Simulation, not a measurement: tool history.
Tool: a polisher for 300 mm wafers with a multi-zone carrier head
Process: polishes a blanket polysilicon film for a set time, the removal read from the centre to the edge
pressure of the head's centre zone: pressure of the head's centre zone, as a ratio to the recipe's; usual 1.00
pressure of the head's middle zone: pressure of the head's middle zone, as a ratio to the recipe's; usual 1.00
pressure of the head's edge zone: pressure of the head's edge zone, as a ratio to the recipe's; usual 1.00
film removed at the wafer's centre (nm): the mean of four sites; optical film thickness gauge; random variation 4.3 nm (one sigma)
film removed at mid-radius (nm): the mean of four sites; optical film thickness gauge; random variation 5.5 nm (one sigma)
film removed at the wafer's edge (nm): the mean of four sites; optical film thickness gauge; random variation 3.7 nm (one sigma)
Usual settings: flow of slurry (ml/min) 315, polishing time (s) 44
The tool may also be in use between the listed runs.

run    hour  flow of slurry (ml/min)  pressure of the head's centre zone  pressure of the head's middle zone  pressure of the head's edge zone  polishing time (s)  incoming thickness of the incoming film, nm  film removed at the wafer's centre (nm)  film removed at mid-radius (nm)  film removed at the wafer's edge (nm)
  1     0.0                      315                                1.00                                1.08                              1.00                  44                                        973.0                                    321.1                            359.1                                  365.6
       92.0  -- slurry nozzle cleaned
  2   141.0                      315                                1.00                                1.09                              1.00                  44                                        977.6                                    349.8                            393.5                                  385.3
  3   181.0                      315                                1.00                                1.09                              1.00                  44                                        963.0                                    349.7                            396.1                                  388.2
  4   231.0                      315                                1.00                                1.00                              1.00                  44                                        959.8                                    348.4                            368.3                                  384.6
      235.6  -- centre zone pressure recalibrated
      317.6  -- worn pad replaced by a new one
  5   375.4                      315                                1.00                                1.00                              1.00                  35                                        964.3                                    276.8                            279.9                                  298.2
  6   423.8                      315                                0.92                                1.07                              1.00                  54                                        979.3                                    386.9                            454.1                                  458.4
  7   490.6                      315                                1.10                                1.00                              1.00                  44                                        955.8                                    368.5                            355.9                                  381.9
  8   596.2                      315                                1.04                                1.00                              1.00                  44                                        953.8                                    337.4                            362.9                                  368.0
  9   704.1                      315                                1.00                                0.94                              1.00                  44                                        978.1                                    321.7                            332.0                                  365.3
 10   809.4                      315                                1.00                                1.00                              1.00                  44                                        971.6                                    314.4                            350.8                                  373.3
      816.2  -- centre zone pressure recalibrated
      863.0  -- worn pad replaced by a new one
      872.3  -- carrier head's membrane replaced by a new one
 11   898.3                      410                                0.93                                1.08                              1.04                  44                                        975.7                                    332.0                            382.8                                  385.6
      914.8  -- edge zone pressure recalibrated
      925.4  -- slurry nozzle cleaned
 12   936.3                      245                                1.00                                1.00                              1.00                  44                                        992.7                                    364.3                            362.2                                  380.4
 13   973.5                      220                                0.92                                1.00                              1.00                  56                                        992.7                                    401.6                            453.8                                  472.6
 14  1033.6                      315                                1.00                                1.00                              1.07                  44                                        969.8                                    350.8                            374.3                                  393.4
 15  1109.4                      315                                0.91                                0.91                              1.12                  38                                        948.0                                    272.1                            299.7                                  345.8
 16  1157.5                      315                                1.00                                1.00                              1.00                  44                                        979.0                                    348.7                            359.4                                  381.1
 17  1229.6                      315                                1.00                                1.00                              1.00                  44                                        965.8                                    341.0                            360.1                                  378.3
     1287.5  -- centre zone pressure recalibrated
 18  1301.5                      315                                1.00                                1.00                              1.00                  44                                        969.7                                    371.3                            356.2                                  367.6
 19  1384.7                      315                                1.05                                0.90                              1.00                  37                                        968.2                                    308.8                            275.3                                  307.9
 20  1438.5                      315                                1.11                                0.90                              1.10                  44                                        983.2                                    382.4                            329.0                                  386.0
     1455.1  -- worn pad replaced by a new one
 21  1500.1                      315                                1.12                                1.00                              1.00                  44                                        969.2                                    382.3                            342.4                                  372.1

5 ways to go on from here, each from the tool as it stands after run 21. What would each give?
  A  1500.5                      315                                0.90                                1.00                              1.00                  44                                        959.0                                        ?                                ?                                      ?
  B  1500.5                      315                                1.00                                0.94                              1.00                  56                                        959.0                                        ?                                ?                                      ?
  C  1500.5                      350                                1.00                                1.00                              1.00                  44                                        959.0                                        ?                                ?                                      ?
  D  1500.5                      315                                1.00                                1.00                              0.91                  44                                        959.0                                        ?                                ?                                      ?
  E  1500.5                      365                                1.00                                1.00                              1.00                  57                                        959.0                                        ?                                ?                                      ?

run  film removed at the wafer's centre (nm)  film removed at mid-radius (nm)  film removed at the wafer's edge (nm)
  A                                    307.9                            356.7                                  369.8
  B                                    435.9                            436.2                                  471.0
  C                                    349.4                            362.8                                  374.7
  D                                    342.6                            356.5                                  357.2
  E                                    455.9                            473.1                                  487.7
Without the tool's hidden state the same runs would have given:
run  film removed at the wafer's centre (nm)  film removed at mid-radius (nm)  film removed at the wafer's edge (nm)
  A                                    349.8                            382.5                                  389.9
  B                                    495.0                            467.8                                  496.5
  C                                    393.4                            386.2                                  392.9
  D                                    389.0                            382.4                                  376.6
  E                                    511.7                            502.2                                  510.5
